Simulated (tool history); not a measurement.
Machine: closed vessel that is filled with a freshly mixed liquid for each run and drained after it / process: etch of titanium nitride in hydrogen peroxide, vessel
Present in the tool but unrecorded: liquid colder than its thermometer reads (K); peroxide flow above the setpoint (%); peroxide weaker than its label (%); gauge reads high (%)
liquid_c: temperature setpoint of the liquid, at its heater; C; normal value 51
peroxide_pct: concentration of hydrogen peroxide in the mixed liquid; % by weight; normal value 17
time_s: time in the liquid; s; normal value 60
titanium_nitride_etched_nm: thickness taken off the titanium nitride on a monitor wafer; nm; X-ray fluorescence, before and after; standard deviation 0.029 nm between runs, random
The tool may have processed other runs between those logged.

| run | day | liquid_c | peroxide_pct | time_s | wafers since the last listed run | hours since the thermometer was replaced | hours since the peroxide flow meter was replaced | hours since the drum of peroxide was connected | hours since the gauge calibration | read-back film thickness of the titanium nitride reference wafer, read on the same gauge (nm) | titanium_nitride_etched_nm |
|---|---|---|---|---|---|---|---|---|---|---|---|
| 1 | 0 | 51 | 17 | 60 | 0 | 338.3 | 838.8 | 179.8 | 1572.8 | 110 | 4.74 |
| 2 | 3.45 | 48 | 17 | 35 | 9387 | 421.1 | 921.6 | 262.6 | 1655.6 | 110.02 | 2.23 |
| 3 | 7.421 | 51 | 15.5 | 60 | 10805 | 516.4 | 1016.9 | 357.9 | 1750.9 | 109.99 | 4.6 |
| 4 | 9.854 | 51 | 15.5 | 60 | 6621 | 574.8 | 1075.3 | 416.3 | 1809.3 | 110 | 4.61 |
| 5 | 14 | 51 | 17 | 40 | 11281 | 674.3 | 1174.8 | 515.8 | 1908.8 | 109.98 | 3.15 |
| 6 | 20.421 | 51 | 17 | 40 | 17471 | 828.4 | 1328.9 | 669.9 | 2062.9 | 110.03 | 3.18 |
| 7 | 22.654 | 51 | 17 | 60 | 6077 | 882 | 1382.5 | 723.5 | 2116.5 | 110 | 4.76 |
|  | 24.408 | gauge calibrated |
| 8 | 26.554 | 51 | 20 | 75 | 10612 | 975.6 | 1476.1 | 817.1 | 51.5 | 109.98 | 6.16 |
| 9 | 29.967 | 51 | 17 | 60 | 9285 | 1057.5 | 1558 | 899 | 133.4 | 109.98 | 4.76 |
|  | 32.038 | new drum of peroxide connected |
| 10 | 33.062 | 51 | 17 | 60 | 8310 | 1131.8 | 1632.3 | 24.6 | 207.7 | 109.99 | 4.73 |
|  | 33.188 | peroxide flow meter replaced |
| 11 | 35.692 | 46 | 14.5 | 60 | 7040 | 1194.9 | 60.1 | 87.7 | 270.8 | 110.01 | 3.25 |
| 12 | 38.708 | 44.5 | 19 | 60 | 8208 | 1267.3 | 132.5 | 160.1 | 343.2 | 109.97 | 3.07 |
| 13 | 41.312 | 51 | 17 | 60 | 7086 | 1329.8 | 195 | 222.6 | 405.7 | 109.97 | 4.85 |
| 14 | 44.604 | 51 | 13.5 | 30 | 8957 | 1408.8 | 274 | 301.6 | 484.7 | 109.96 | 2.28 |
| 15 | 47.3 | 51 | 17 | 60 | 7335 | 1473.5 | 338.7 | 366.3 | 549.4 | 109.93 | 4.77 |
| 16 | 50.412 | 46.5 | 15 | 35 | 8469 | 1548.2 | 413.4 | 441 | 624.1 | 110.01 | 1.99 |
| 17 | 53.142 | 54.5 | 17 | 60 | 7426 | 1613.7 | 478.9 | 506.5 | 689.6 | 109.99 | 6.19 |
| 18 | 57.333 | 51 | 15 | 80 | 11406 | 1714.3 | 579.5 | 607.1 | 790.2 | 109.96 | 6.26 |
|  | 57.596 | peroxide flow meter replaced, repeated, since the last time left the tool worse |
| 19 | 60.208 | 51 | 17 | 60 | 7709 | 1783.3 | 62.7 | 676.1 | 859.2 | 110.03 | 4.68 |
|  | 62.462 | thermometer replaced |
| 20 | 63.942 | 51 | 17 | 60 | 10045 | 35.5 | 152.3 | 765.7 | 948.8 | 109.93 | 4.73 |
| 21 | 66.938 | 46.5 | 12.5 | 60 | 8152 | 107.4 | 224.2 | 837.6 | 1020.7 | 110.02 | 3.16 |
|  | 67.108 | new drum of peroxide connected |
| 22 | 70.362 | 60.5 | 17 | 50 | 9206 | 189.6 | 306.4 | 78.1 | 1102.9 | 110.01 | 7.6 |
| 23 | 73.354 | 51 | 17 | 85 | 8140 | 261.4 | 378.2 | 149.9 | 1174.7 | 110.06 | 6.68 |
| 24 | 77.3 | 51 | 17 | 60 | 10737 | 356.1 | 472.9 | 244.6 | 1269.4 | 110.01 | 4.71 |
| 25 | 81.588 | 51 | 14 | 60 | 11666 | 459 | 575.8 | 347.5 | 1372.3 | 109.96 | 4.49 |
| 26 | 86.021 | 47.5 | 13.5 | 30 | 12063 | 565.4 | 682.2 | 453.9 | 1478.7 | 110.02 | 1.74 |
| 27 | 87.821 | 51 | 17 | 60 | 4898 | 608.6 | 725.4 | 497.1 | 1521.9 | 110.02 | 4.72 |
| 28 | 90.283 | 48.5 | 20.5 | 45 | 6700 | 667.7 | 784.5 | 556.2 | 1581 | 110.01 | 3.05 |
| 29 | 93.475 | 51 | 21.5 | 40 | 8684 | 744.3 | 861.1 | 632.8 | 1657.6 | 110.03 | 3.3 |

Take each entry between the runs: how does the hidden state at the last listed run before it differ from the hidden state at the first listed run after it?
After run 7, before run 8: gauge calibrated (day 24.408)
  peroxide flow above the setpoint (%): 6.18 -> 6.59
  difference, measured minus the result without the unlogged condition, titanium_nitride_etched_nm: +0.06 -> +0.09 nm
After run 9, before run 10: new drum of peroxide connected (day 32.038)
  peroxide flow above the setpoint (%): 6.94 -> 7.26
  difference, measured minus the result without the unlogged condition, titanium_nitride_etched_nm: +0.07 -> +0.07 nm
After run 10, before run 11: peroxide flow meter replaced (day 33.188)
  peroxide flow above the setpoint (%): 7.26 -> 13.3
  difference, measured minus the result without the unlogged condition, titanium_nitride_etched_nm: +0.07 -> +0.09 nm
After run 18, before run 19: peroxide flow meter replaced, repeated, since the last time left the tool worse (day 57.596)
  peroxide flow above the setpoint (%): 15.6 -> 0.696
  difference, measured minus the result without the unlogged condition, titanium_nitride_etched_nm: +0.19 -> +0.01 nm
After run 19, before run 20: thermometer replaced (day 62.462)
  peroxide flow above the setpoint (%): 0.696 -> 1.09
  difference, measured minus the result without the unlogged condition, titanium_nitride_etched_nm: +0.01 -> +0.01 nm
After run 21, before run 22: new drum of peroxide connected (day 67.108)
  peroxide flow above the setpoint (%): 1.4 -> 1.76
  difference, measured minus the result without the unlogged condition, titanium_nitride_etched_nm: +0.01 -> +0.02 nm
